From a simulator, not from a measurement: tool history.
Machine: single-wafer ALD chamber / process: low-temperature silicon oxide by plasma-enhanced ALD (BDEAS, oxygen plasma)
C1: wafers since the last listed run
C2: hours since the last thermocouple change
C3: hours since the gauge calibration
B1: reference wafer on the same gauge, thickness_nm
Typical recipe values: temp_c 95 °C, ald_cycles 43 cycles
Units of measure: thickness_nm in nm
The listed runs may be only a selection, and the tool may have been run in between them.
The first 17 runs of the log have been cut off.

{"run": 18, "hour": 1564.0, "temp_c": 81, "ald_cycles": 47, "C1": 289, "C2": 575.9, "C3": 1808.6, "B1": 5.991, "thickness_nm": 7.758}
{"run": 19, "hour": 1639.8, "temp_c": 102, "ald_cycles": 39, "C1": 442, "C2": 651.7, "C3": 1884.4, "B1": 5.993, "thickness_nm": 6.033}
{"run": 20, "hour": 1733.8, "temp_c": 100, "ald_cycles": 43, "C1": 548, "C2": 745.7, "C3": 1978.4, "B1": 5.99, "thickness_nm": 6.694}
{"run": 21, "hour": 1808.6, "temp_c": 95, "ald_cycles": 43, "C1": 436, "C2": 820.5, "C3": 2053.2, "B1": 5.993, "thickness_nm": 6.802}
{"run": 22, "hour": 1855.9, "temp_c": 87, "ald_cycles": 49, "C1": 275, "C2": 867.8, "C3": 2100.5, "B1": 5.996, "thickness_nm": 7.936}
{"run": 23, "hour": 1907.7, "temp_c": 102, "ald_cycles": 40, "C1": 302, "C2": 919.6, "C3": 2152.3, "B1": 5.992, "thickness_nm": 6.222}
{"run": 24, "hour": 1957.8, "temp_c": 88, "ald_cycles": 43, "C1": 292, "C2": 969.7, "C3": 2202.4, "B1": 5.992, "thickness_nm": 6.907}
{"run": 25, "hour": 2020.9, "temp_c": 105, "ald_cycles": 51, "C1": 367, "C2": 1032.8, "C3": 2265.5, "B1": 5.994, "thickness_nm": 7.805}
{"hour": 2104.0, "done": "gauge calibrated"}
{"run": 26, "hour": 2310.6, "temp_c": 103, "ald_cycles": 51, "C1": 1689, "C2": 1322.5, "C3": 206.6, "B1": 5.997, "thickness_nm": 7.898}
{"run": 27, "hour": 2394.8, "temp_c": 83, "ald_cycles": 46, "C1": 491, "C2": 1406.7, "C3": 290.8, "B1": 5.99, "thickness_nm": 7.459}
{"run": 28, "hour": 2499.5, "temp_c": 95, "ald_cycles": 43, "C1": 610, "C2": 1511.4, "C3": 395.5, "B1": 5.991, "thickness_nm": 6.748}
{"run": 29, "hour": 2603.4, "temp_c": 95, "ald_cycles": 43, "C1": 605, "C2": 1615.3, "C3": 499.4, "B1": 5.989, "thickness_nm": 6.744}
{"run": 30, "hour": 2663.6, "temp_c": 103, "ald_cycles": 50, "C1": 351, "C2": 1675.5, "C3": 559.6, "B1": 5.99, "thickness_nm": 7.715}
{"run": 31, "hour": 2706.4, "temp_c": 95, "ald_cycles": 37, "C1": 249, "C2": 1718.3, "C3": 602.4, "B1": 5.988, "thickness_nm": 5.79}
{"run": 32, "hour": 2763.7, "temp_c": 95, "ald_cycles": 43, "C1": 334, "C2": 1775.6, "C3": 659.7, "B1": 5.987, "thickness_nm": 6.719}
{"run": 33, "hour": 2845.3, "temp_c": 81, "ald_cycles": 35, "C1": 475, "C2": 1857.2, "C3": 741.3, "B1": 5.991, "thickness_nm": 5.689}

Below are 4 alternative next runs, each starting from the tool's condition after run 33. Predict each:
{"run": "A", "hour": 2845.8, "temp_c": 85, "ald_cycles": 43, "C1": 2, "C2": 1857.7, "C3": 741.8, "B1": "?", "thickness_nm": "?"}
{"run": "B", "hour": 2845.8, "temp_c": 85, "ald_cycles": 50, "C1": 2, "C2": 1857.7, "C3": 741.8, "B1": "?", "thickness_nm": "?"}
{"run": "C", "hour": 2845.8, "temp_c": 83, "ald_cycles": 45, "C1": 2, "C2": 1857.7, "C3": 741.8, "B1": "?", "thickness_nm": "?"}
{"run": "D", "hour": 2845.8, "temp_c": 86, "ald_cycles": 39, "C1": 2, "C2": 1857.7, "C3": 741.8, "B1": "?", "thickness_nm": "?"}

run=A B1=5.987 thickness_nm=6.929
run=B B1=5.987 thickness_nm=8.057
run=C B1=5.987 thickness_nm=7.296
run=D B1=5.987 thickness_nm=6.265
Stripped of hidden state, with their random variation kept, the same runs would have yielded:
run=A thickness_nm=7.030
run=B thickness_nm=8.175
run=C thickness_nm=7.402
run=D thickness_nm=6.357

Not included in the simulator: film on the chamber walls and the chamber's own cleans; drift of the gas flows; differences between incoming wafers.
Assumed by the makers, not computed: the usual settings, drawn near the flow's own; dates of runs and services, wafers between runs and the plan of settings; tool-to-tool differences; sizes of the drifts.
